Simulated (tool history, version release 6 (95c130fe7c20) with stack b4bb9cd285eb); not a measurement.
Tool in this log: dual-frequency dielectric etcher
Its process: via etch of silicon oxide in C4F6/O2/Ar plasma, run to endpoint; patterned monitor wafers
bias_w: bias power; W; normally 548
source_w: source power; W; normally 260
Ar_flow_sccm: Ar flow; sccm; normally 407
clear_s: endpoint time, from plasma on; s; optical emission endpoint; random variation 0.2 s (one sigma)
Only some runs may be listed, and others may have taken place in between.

run   hour  bias_w  source_w  Ar_flow_sccm  wafers since the last listed run  hours since the last wet clean  hours since the last bias power generator calibration  hours since the last source power generator calibration  hours since the last Ar flow controller change  hours since the last upper electrode change  incoming incoming film thickness, nm  clear_s
  1      0     548       260           407                                 0                           267.5                                                 1988.9                                                   4214.5                                          3105.6                                       4969.6                                 109.9     24.3
  2   16.7     548       260           407                               191                           284.2                                                 2005.6                                                   4231.2                                          3122.3                                       4986.3                                 111.3     24.6
  3   45.7     583       260           342                               333                           313.2                                                 2034.6                                                   4260.2                                          3151.3                                       5015.3                                 110.8     23.5
  4   76.4     583       260           342                               352                           343.9                                                 2065.3                                                   4290.9                                            3182                                         5046                                 110.9     23.3
  5   90.4     583       260           342                               160                           357.9                                                 2079.3                                                   4304.9                                            3196                                         5060                                 110.4     22.8
  6  106.5     548       260           330                               184                             374                                                 2095.4                                                     4321                                          3212.1                                       5076.1                                 111.3     23.9
  7  129.8     548       260           330                               267                           397.3                                                 2118.7                                                   4344.3                                          3235.4                                       5099.4                                 109.9     23.2
  8  165.4     548       260           330                               408                           432.9                                                 2154.3                                                   4379.9                                            3271                                         5135                                 110.1     23.5
     197.1  -- bias power generator calibrated
     204.2  -- upper electrode replaced
  9  204.7     548       260           407                               323                           472.2                                                    7.6                                                   4419.2                                          3310.3                                          0.5                                 109.9     23.5
 10  211.3     548       260           407                                75                           478.8                                                   14.2                                                   4425.8                                          3316.9                                          7.1                                 110.4     24.1
     227.5  -- source power generator calibrated
 11  239.9     548       260           407                               282                           507.4                                                   42.8                                                     12.4                                          3345.5                                         35.7                                   111       24
 12  257.4     548       260           407                               201                           524.9                                                   60.3                                                     29.9                                            3363                                         53.2                                 110.8     24.3
     287.4  -- wet clean of the chamber
 13  287.9     548       260           380                                74                             0.5                                                   90.8                                                     60.4                                          3393.5                                         83.7                                 111.3       25
 14  301.1     548       260           428                               151                            13.7                                                    104                                                     73.6                                          3406.7                                         96.9                                   110       25
 15  321.8     548       260           407                               237                            34.4                                                  124.7                                                     94.3                                          3427.4                                        117.6                                 109.7     24.6
     332.6  -- Ar flow controller replaced
 16  339.7     548       210           407                               136                            52.3                                                  142.6                                                    112.2                                             7.1                                        135.5                                 110.4     28.1
 17  370.5     480       220           444                               353                            83.1                                                  173.4                                                      143                                            37.9                                        166.3                                 110.3     28.7
 18  393.6     548       310           407                               265                           106.2                                                  196.5                                                    166.1                                              61                                        189.4                                 111.5     22.7
 19  421.5     548       300           407                               320                           134.1                                                  224.4                                                      194                                            88.9                                        217.3                                 111.3     22.7
 20  437.6     586       230           315                               184                           150.2                                                  240.5                                                    210.1                                             105                                        233.4                                 110.8     24.7
 21  459.9     600       260           495                               256                           172.5                                                  262.8                                                    232.4                                           127.3                                        255.7                                 110.5       24
 22  486.3     631       290           342                               303                           198.9                                                  289.2                                                    258.8                                           153.7                                        282.1                                 111.2     21.6
 23  512.2     548       310           407                               297                           224.8                                                  315.1                                                    284.7                                           179.6                                          308                                 111.3     22.4
 24  544.5     463       260           407                               370                           257.1                                                  347.4                                                      317                                           211.9                                        340.3                                 111.3     26.2
 25    579     548       220           407                               396                           291.6                                                  381.9                                                    351.5                                           246.4                                        374.8                                   111     26.5
 26  598.9     548       230           407                               228                           311.5                                                  401.8                                                    371.4                                           266.3                                        394.7                                 110.6     25.8
 27  623.2     548       260           407                               279                           335.8                                                  426.1                                                    395.7                                           290.6                                          419                                 111.9     24.5
 28  641.6     506       260           407                               211                           354.2                                                  444.5                                                    414.1                                             309                                        437.4                                   111     24.7

What if the next run were any one of these 3? Each begins from the tool's condition after run 28:
  A   642     548       260           407                                 4                           354.6                                                  444.9                                                    414.5                                           309.4                                        437.8                                 109.6        ?
  B   642     632       260           469                                 4                           354.6                                                  444.9                                                    414.5                                           309.4                                        437.8                                 109.6        ?
  C   642     673       280           483                                 4                           354.6                                                  444.9                                                    414.5                                           309.4                                        437.8                                 109.6        ?

run  clear_s
  A     23.7
  B     22.9
  C     21.6
With the hidden condition removed and each run's random variation left untouched, the same runs would have given:
run  clear_s
  A     24.6
  B     23.8
  C     22.4
